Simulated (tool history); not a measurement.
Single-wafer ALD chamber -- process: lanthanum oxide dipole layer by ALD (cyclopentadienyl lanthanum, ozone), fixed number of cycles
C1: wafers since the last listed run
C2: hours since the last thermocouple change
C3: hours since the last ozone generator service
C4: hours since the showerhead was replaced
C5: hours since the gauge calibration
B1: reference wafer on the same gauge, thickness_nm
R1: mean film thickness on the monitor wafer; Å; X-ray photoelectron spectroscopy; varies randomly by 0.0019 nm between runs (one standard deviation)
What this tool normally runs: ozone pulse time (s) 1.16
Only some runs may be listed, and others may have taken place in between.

{"run": 1, "hour": 0.0, "ozone pulse time (s)": 1.16, "C1": 0, "C2": 758.3, "C3": 248.0, "C4": 5831.3, "C5": 1481.1, "B1": 0.476, "R1": 5.2}
{"run": 2, "hour": 52.6, "ozone pulse time (s)": 1.16, "C1": 959, "C2": 810.9, "C3": 300.6, "C4": 5883.9, "C5": 1533.7, "B1": 0.476, "R1": 5.21}
{"run": 3, "hour": 155.5, "ozone pulse time (s)": 1.16, "C1": 1877, "C2": 913.8, "C3": 403.5, "C4": 5986.8, "C5": 1636.6, "B1": 0.476, "R1": 5.23}
{"run": 4, "hour": 229.6, "ozone pulse time (s)": 1.16, "C1": 1352, "C2": 987.9, "C3": 477.6, "C4": 6060.9, "C5": 1710.7, "B1": 0.476, "R1": 5.19}
{"run": 5, "hour": 294.5, "ozone pulse time (s)": 1.16, "C1": 1184, "C2": 1052.8, "C3": 542.5, "C4": 6125.8, "C5": 1775.6, "B1": 0.476, "R1": 5.16}
{"run": 6, "hour": 345.4, "ozone pulse time (s)": 1.34, "C1": 928, "C2": 1103.7, "C3": 593.4, "C4": 6176.7, "C5": 1826.5, "B1": 0.476, "R1": 5.38}
{"run": 7, "hour": 457.2, "ozone pulse time (s)": 1.34, "C1": 2040, "C2": 1215.5, "C3": 705.2, "C4": 6288.5, "C5": 1938.3, "B1": 0.476, "R1": 5.35}
{"run": 8, "hour": 511.6, "ozone pulse time (s)": 1.34, "C1": 992, "C2": 1269.9, "C3": 759.6, "C4": 6342.9, "C5": 1992.7, "B1": 0.476, "R1": 5.35}
{"run": 9, "hour": 572.9, "ozone pulse time (s)": 1.3, "C1": 1118, "C2": 1331.2, "C3": 820.9, "C4": 6404.2, "C5": 2054.0, "B1": 0.477, "R1": 5.31}
{"hour": 588.3, "done": "thermocouple changed; heater temperature recalibrated"}
{"run": 10, "hour": 625.6, "ozone pulse time (s)": 1.3, "C1": 815, "C2": 37.3, "C3": 873.6, "C4": 6456.9, "C5": 2106.7, "B1": 0.476, "R1": 5.27}
{"run": 11, "hour": 711.6, "ozone pulse time (s)": 1.3, "C1": 1569, "C2": 123.3, "C3": 959.6, "C4": 6542.9, "C5": 2192.7, "B1": 0.476, "R1": 5.24}
{"run": 12, "hour": 799.0, "ozone pulse time (s)": 1.46, "C1": 1594, "C2": 210.7, "C3": 1047.0, "C4": 6630.3, "C5": 2280.1, "B1": 0.476, "R1": 5.43}
{"run": 13, "hour": 903.4, "ozone pulse time (s)": 1.46, "C1": 1905, "C2": 315.1, "C3": 1151.4, "C4": 6734.7, "C5": 2384.5, "B1": 0.476, "R1": 5.4}
{"run": 14, "hour": 960.1, "ozone pulse time (s)": 1.16, "C1": 1034, "C2": 371.8, "C3": 1208.1, "C4": 6791.4, "C5": 2441.2, "B1": 0.476, "R1": 5.07}
{"run": 15, "hour": 1130.4, "ozone pulse time (s)": 1.16, "C1": 3107, "C2": 542.1, "C3": 1378.4, "C4": 6961.7, "C5": 2611.5, "B1": 0.476, "R1": 5.05}
{"run": 16, "hour": 1206.7, "ozone pulse time (s)": 1.16, "C1": 1392, "C2": 618.4, "C3": 1454.7, "C4": 7038.0, "C5": 2687.8, "B1": 0.476, "R1": 5.01}
{"hour": 1244.3, "done": "showerhead replaced"}
{"run": 17, "hour": 1250.7, "ozone pulse time (s)": 1.16, "C1": 656, "C2": 662.4, "C3": 1498.7, "C4": 6.4, "C5": 2731.8, "B1": 0.477, "R1": 5.01}
{"run": 18, "hour": 1357.4, "ozone pulse time (s)": 1.16, "C1": 1947, "C2": 769.1, "C3": 1605.4, "C4": 113.1, "C5": 2838.5, "B1": 0.476, "R1": 5.0}
{"run": 19, "hour": 1416.0, "ozone pulse time (s)": 0.84, "C1": 1069, "C2": 827.7, "C3": 1664.0, "C4": 171.7, "C5": 2897.1, "B1": 0.476, "R1": 4.35}
{"hour": 1491.0, "done": "ozone generator serviced"}
{"run": 20, "hour": 1523.9, "ozone pulse time (s)": 1.3, "C1": 1823, "C2": 935.6, "C3": 32.9, "C4": 279.6, "C5": 3005.0, "B1": 0.476, "R1": 5.01}
{"run": 21, "hour": 1608.1, "ozone pulse time (s)": 1.3, "C1": 1536, "C2": 1019.8, "C3": 117.1, "C4": 363.8, "C5": 3089.2, "B1": 0.476, "R1": 4.97}
{"run": 22, "hour": 1714.1, "ozone pulse time (s)": 1.16, "C1": 1934, "C2": 1125.8, "C3": 223.1, "C4": 469.8, "C5": 3195.2, "B1": 0.476, "R1": 4.71}
{"run": 23, "hour": 1768.3, "ozone pulse time (s)": 1.62, "C1": 989, "C2": 1180.0, "C3": 277.3, "C4": 524.0, "C5": 3249.4, "B1": 0.476, "R1": 5.27}
{"hour": 1789.0, "done": "gauge calibrated"}
{"hour": 1817.8, "done": "ozone generator serviced, repeated, since the last time left the tool worse"}
{"run": 24, "hour": 1866.5, "ozone pulse time (s)": 0.85, "C1": 1646, "C2": 1278.2, "C3": 48.7, "C4": 622.2, "C5": 77.5, "B1": 0.476, "R1": 4.66}
{"hour": 1925.6, "done": "thermocouple changed; heater temperature recalibrated"}
{"run": 25, "hour": 1972.4, "ozone pulse time (s)": 1.47, "C1": 1786, "C2": 46.8, "C3": 154.6, "C4": 728.1, "C5": 183.4, "B1": 0.477, "R1": 5.5}
{"run": 26, "hour": 2022.9, "ozone pulse time (s)": 0.82, "C1": 921, "C2": 97.3, "C3": 205.1, "C4": 778.6, "C5": 233.9, "B1": 0.475, "R1": 4.54}
{"run": 27, "hour": 2085.5, "ozone pulse time (s)": 0.71, "C1": 1142, "C2": 159.9, "C3": 267.7, "C4": 841.2, "C5": 296.5, "B1": 0.476, "R1": 4.24}
{"run": 28, "hour": 2167.2, "ozone pulse time (s)": 1.51, "C1": 1490, "C2": 241.6, "C3": 349.4, "C4": 922.9, "C5": 378.2, "B1": 0.476, "R1": 5.5}
{"run": 29, "hour": 2210.3, "ozone pulse time (s)": 1.52, "C1": 786, "C2": 284.7, "C3": 392.5, "C4": 966.0, "C5": 421.3, "B1": 0.475, "R1": 5.5}
{"run": 30, "hour": 2257.7, "ozone pulse time (s)": 1.6, "C1": 864, "C2": 332.1, "C3": 439.9, "C4": 1013.4, "C5": 468.7, "B1": 0.476, "R1": 5.57}
{"run": 31, "hour": 2328.1, "ozone pulse time (s)": 1.32, "C1": 1284, "C2": 402.5, "C3": 510.3, "C4": 1083.8, "C5": 539.1, "B1": 0.476, "R1": 5.34}
{"run": 32, "hour": 2399.0, "ozone pulse time (s)": 0.76, "C1": 1293, "C2": 473.4, "C3": 581.2, "C4": 1154.7, "C5": 610.0, "B1": 0.476, "R1": 4.33}
{"run": 33, "hour": 2451.1, "ozone pulse time (s)": 0.75, "C1": 950, "C2": 525.5, "C3": 633.3, "C4": 1206.8, "C5": 662.1, "B1": 0.475, "R1": 4.29}
{"run": 34, "hour": 2504.0, "ozone pulse time (s)": 0.73, "C1": 965, "C2": 578.4, "C3": 686.2, "C4": 1259.7, "C5": 715.0, "B1": 0.477, "R1": 4.24}

Describe how what the log doesn't record of the tool's condition differs between the last listed run preceding each entry between runs and the first listed run following it.
Logged between run 9 and run 10: thermocouple changed; heater temperature recalibrated (hour 588.3)
  ozone dose above that of a generator just serviced (%): -7.03 -> -7.45
  measured minus no-state result, R1: -0.10 -> -0.10 Å
Logged between run 16 and run 17: showerhead replaced (hour 1244.3)
  ozone dose above that of a generator just serviced (%): -12.2 -> -12.5
  measured minus no-state result, R1: -0.21 -> -0.22 Å
Logged between run 19 and run 20: ozone generator serviced (hour 1491.0)
  ozone dose above that of a generator just serviced (%): -13.8 -> -23.3
  measured minus no-state result, R1: -0.32 -> -0.41 Å
Logged between run 23 and run 24: gauge calibrated (hour 1789.0); ozone generator serviced, repeated, since the last time left the tool worse (hour 1817.8)
  ozone dose above that of a generator just serviced (%): -25.3 -> -0.793
  measured minus no-state result, R1: -0.31 -> -0.02 Å
Logged between run 24 and run 25: thermocouple changed; heater temperature recalibrated (hour 1925.6)
  ozone dose above that of a generator just serviced (%): -0.793 -> -1.65
  measured minus no-state result, R1: -0.02 -> -0.02 Å
